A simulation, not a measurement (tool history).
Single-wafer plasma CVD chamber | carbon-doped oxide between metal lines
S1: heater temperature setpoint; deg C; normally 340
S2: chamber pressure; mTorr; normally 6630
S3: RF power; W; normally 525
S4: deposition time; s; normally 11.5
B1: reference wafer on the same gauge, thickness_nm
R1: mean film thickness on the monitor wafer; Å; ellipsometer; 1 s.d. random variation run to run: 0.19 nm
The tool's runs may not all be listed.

run 1 hour=0 | S1=340 S2=6630 S3=525 S4=11.5 | B1=62.878 | R1=606.4
run 2 hour=15.5 | S1=340 S2=6630 S3=585 S4=11.5 | B1=62.813 | R1=648.03
run 3 hour=22.8 | S1=340 S2=6630 S3=570 S4=11.5 | B1=62.787 | R1=638.6
run 4 hour=33 | S1=340 S2=6630 S3=570 S4=11.5 | B1=62.796 | R1=635.71
run 5 hour=49 | S1=340 S2=6010 S3=525 S4=11.5 | B1=62.801 | R1=596.5
run 6 hour=63.2 | S1=340 S2=6010 S3=525 S4=11.5 | B1=62.707 | R1=595.9
run 7 hour=73.2 | S1=340 S2=6010 S3=525 S4=11.5 | B1=62.808 | R1=595.04
run 8 hour=85.8 | S1=340 S2=7430 S3=525 S4=11.5 | B1=62.793 | R1=615.83
run 9 hour=100.8 | S1=340 S2=6630 S3=525 S4=11.5 | B1=62.836 | R1=605.56
run 10 hour=111.3 | S1=340 S2=6630 S3=525 S4=11.5 | B1=62.764 | R1=605.44
-- hour=115.4 gauge calibrated
run 11 hour=126.7 | S1=340 S2=6630 S3=525 S4=11.5 | B1=62.791 | R1=604.56
run 12 hour=137.5 | S1=340 S2=6630 S3=565 S4=11.5 | B1=62.786 | R1=635.34
run 13 hour=144.1 | S1=340 S2=6630 S3=565 S4=11.5 | B1=62.8 | R1=634.22
run 14 hour=157.6 | S1=340 S2=6630 S3=525 S4=11.5 | B1=62.804 | R1=604.89
run 15 hour=164.9 | S1=340 S2=6630 S3=560 S4=11.5 | B1=62.814 | R1=628.62
run 16 hour=176.5 | S1=340 S2=6630 S3=525 S4=11.5 | B1=62.867 | R1=603.36
run 17 hour=183 | S1=327 S2=5500 S3=525 S4=10.5 | B1=62.843 | R1=557.5
run 18 hour=200.8 | S1=334 S2=6630 S3=525 S4=11.5 | B1=62.804 | R1=616.43
-- hour=216 showerhead replaced
run 19 hour=216.5 | S1=340 S2=7660 S3=525 S4=11.5 | B1=62.829 | R1=612.6
-- hour=245 thermocouple changed; heater temperature recalibrated
run 20 hour=259.9 | S1=335 S2=7170 S3=585 S4=12.5 | B1=62.79 | R1=718.48
-- hour=278.6 RF generator calibrated
run 21 hour=279.1 | S1=355 S2=7140 S3=435 S4=10.3 | B1=62.766 | R1=492.26
run 22 hour=285.4 | S1=340 S2=5350 S3=435 S4=11.5 | B1=62.839 | R1=541.11
-- hour=298.6 capacitance manometer re-zeroed and calibrated
run 23 hour=298.9 | S1=340 S2=6630 S3=525 S4=11.5 | B1=62.788 | R1=637.35
run 24 hour=316.3 | S1=329 S2=6630 S3=435 S4=11.5 | B1=62.77 | R1=578.94
run 25 hour=332.1 | S1=340 S2=5430 S3=595 S4=10.4 | B1=62.859 | R1=598.2
run 26 hour=343.8 | S1=340 S2=7760 S3=525 S4=11.5 | B1=62.765 | R1=644.88
run 27 hour=354.4 | S1=332 S2=6630 S3=525 S4=12.4 | B1=62.773 | R1=698.7
run 28 hour=371.6 | S1=340 S2=5930 S3=450 S4=11.5 | B1=62.86 | R1=562.78
run 29 hour=384.9 | S1=340 S2=6630 S3=525 S4=11.5 | B1=62.88 | R1=634.59

4 options for the next run, each taken on its own from the tool as it stands now. Forecast them:
run A hour=385.3 | S1=340 S2=6630 S3=525 S4=11.5 | B1=? | R1=?
run B hour=385.3 | S1=340 S2=6630 S3=580 S4=13.1 | B1=? | R1=?
run C hour=385.3 | S1=340 S2=6630 S3=525 S4=12.2 | B1=? | R1=?
run D hour=385.3 | S1=340 S2=6630 S3=475 S4=12.6 | B1=? | R1=?

run=A B1=62.813 R1=631.99
run=B B1=62.813 R1=764.1
run=C B1=62.813 R1=669.8
run=D B1=62.813 R1=648.91
Had the tool no hidden state, the same runs would have come out as:
run=A R1=638.86
run=B R1=772.19
run=C R1=677.09
run=D R1=656.12

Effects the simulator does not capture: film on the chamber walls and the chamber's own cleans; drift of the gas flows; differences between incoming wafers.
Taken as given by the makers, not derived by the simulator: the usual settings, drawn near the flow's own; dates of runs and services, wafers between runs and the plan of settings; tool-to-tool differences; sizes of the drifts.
